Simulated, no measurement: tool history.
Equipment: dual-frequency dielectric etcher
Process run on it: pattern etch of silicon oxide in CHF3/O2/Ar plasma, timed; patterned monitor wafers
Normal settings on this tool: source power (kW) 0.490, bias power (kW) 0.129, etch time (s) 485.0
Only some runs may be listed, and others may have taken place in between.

run,hour,source power (kW),bias power (kW),etch time (s),wafers since the last listed run,hours since the last wet clean,hours since the last source power generator calibration,hours since the last bias power generator calibration,hours since the last upper electrode change,hours since the gauge calibration,"read-back reference wafer on the same gauge, depth_nm",mean etch depth across the wafer (angstrom)
1,0.0,0.490,0.129,485.0,0,550.5,2166.7,2631.9,4109.2,3513.1,679.1,7963
2,103.1,0.490,0.129,485.0,299,653.6,2269.8,2735.0,4212.3,3616.2,678.9,7941
3,146.8,0.490,0.129,485.0,126,697.3,2313.5,2778.7,4256.0,3659.9,679.2,7903
# hour 173.0: wet clean of the chamber
4,253.4,0.490,0.129,485.0,239,80.4,2420.1,2885.3,4362.6,3766.5,679.6,7892
# hour 293.5: upper electrode replaced
# hour 293.7: bias power generator calibrated
5,341.4,0.490,0.129,485.0,184,168.4,2508.1,47.7,47.9,3854.5,679.0,7943
6,388.3,0.490,0.129,485.0,136,215.3,2555.0,94.6,94.8,3901.4,679.4,7915
7,444.7,0.370,0.102,570.5,163,271.7,2611.4,151.0,151.2,3957.8,679.2,8097
8,529.6,0.530,0.129,626.0,246,356.6,2696.3,235.9,236.1,4042.7,679.7,10456
9,576.0,0.490,0.129,485.0,134,403.0,2742.7,282.3,282.5,4089.1,679.2,7936
10,631.7,0.450,0.116,585.5,161,458.7,2798.4,338.0,338.2,4144.8,679.4,9029
11,735.6,0.490,0.129,485.0,301,562.6,2902.3,441.9,442.1,4248.7,679.7,7929
12,808.3,0.490,0.129,485.0,210,635.3,2975.0,514.6,514.8,4321.4,679.7,7932
13,874.6,0.580,0.129,607.0,192,701.6,3041.3,580.9,581.1,4387.7,680.0,10369
14,962.2,0.390,0.099,361.0,254,789.2,3128.9,668.5,668.7,4475.3,679.8,5124
# hour 983.6: gauge calibrated
15,1065.0,0.590,0.158,543.5,298,892.0,3231.7,771.3,771.5,81.4,658.8,9752
# hour 1127.6: wet clean of the chamber
16,1140.6,0.490,0.129,448.0,149,13.0,3307.3,846.9,847.1,157.0,660.0,7113
17,1332.5,0.590,0.112,485.0,556,204.9,3499.2,1038.8,1039.0,348.9,662.1,7805
# hour 1412.8: source power generator calibrated
18,1431.9,0.390,0.129,485.0,276,304.3,19.1,1138.2,1138.4,448.3,663.1,7293
19,1509.7,0.490,0.129,485.0,225,382.1,96.9,1216.0,1216.2,526.1,663.8,7755
20,1596.5,0.490,0.100,485.0,251,468.9,183.7,1302.8,1303.0,612.9,665.4,7152
21,1690.7,0.490,0.129,485.0,273,563.1,277.9,1397.0,1397.2,707.1,666.2,7773
22,1775.6,0.490,0.129,485.0,246,648.0,362.8,1481.9,1482.1,792.0,667.1,7790
23,1835.8,0.490,0.129,485.0,174,708.2,423.0,1542.1,1542.3,852.2,667.1,7807
# hour 2043.7: wet clean of the chamber
24,2150.9,0.390,0.158,573.0,844,107.2,738.1,1857.2,1857.4,1167.3,669.5,9317
25,2223.9,0.490,0.113,485.0,211,180.2,811.1,1930.2,1930.4,1240.3,669.9,7480
26,2324.3,0.490,0.111,362.5,291,280.6,911.5,2030.6,2030.8,1340.7,670.6,5572
27,2633.4,0.490,0.109,485.0,896,589.7,1220.6,2339.7,2339.9,1649.8,672.5,7462
28,2732.1,0.550,0.129,485.0,286,688.4,1319.3,2438.4,2438.6,1748.5,672.8,8094
29,2772.4,0.590,0.112,485.0,116,728.7,1359.6,2478.7,2478.9,1788.8,672.8,7926

Take each entry between the runs: how does the hidden state at the last listed run before it differ from the hidden state at the first listed run after it?
Between runs 3 and 4: wet clean of the chamber (hour 173.0)
  gauge reads high (%): 3.04 -> 3.06
  measured less the result without the state, mean etch depth across the wafer (angstrom): +234 -> +235
Between runs 4 and 5: upper electrode replaced (hour 293.5); bias power generator calibrated (hour 293.7)
  gauge reads high (%): 3.06 -> 3.08
  measured less the result without the state, mean etch depth across the wafer (angstrom): +235 -> +237
Between runs 14 and 15: gauge calibrated (hour 983.6)
  gauge reads high (%): 3.16 -> -0.0223
  measured less the result without the state, mean etch depth across the wafer (angstrom): +157 -> -2
Between runs 15 and 16: wet clean of the chamber (hour 1127.6)
  gauge reads high (%): -0.0223 -> 0.136
  measured less the result without the state, mean etch depth across the wafer (angstrom): -2 -> +9
Between runs 17 and 18: source power generator calibrated (hour 1412.8)
  gauge reads high (%): 0.502 -> 0.673
  measured less the result without the state, mean etch depth across the wafer (angstrom): +39 -> +49
Between runs 23 and 24: wet clean of the chamber (hour 2043.7)
  gauge reads high (%): 1.26 -> 1.62
  measured less the result without the state, mean etch depth across the wafer (angstrom): +98 -> +148
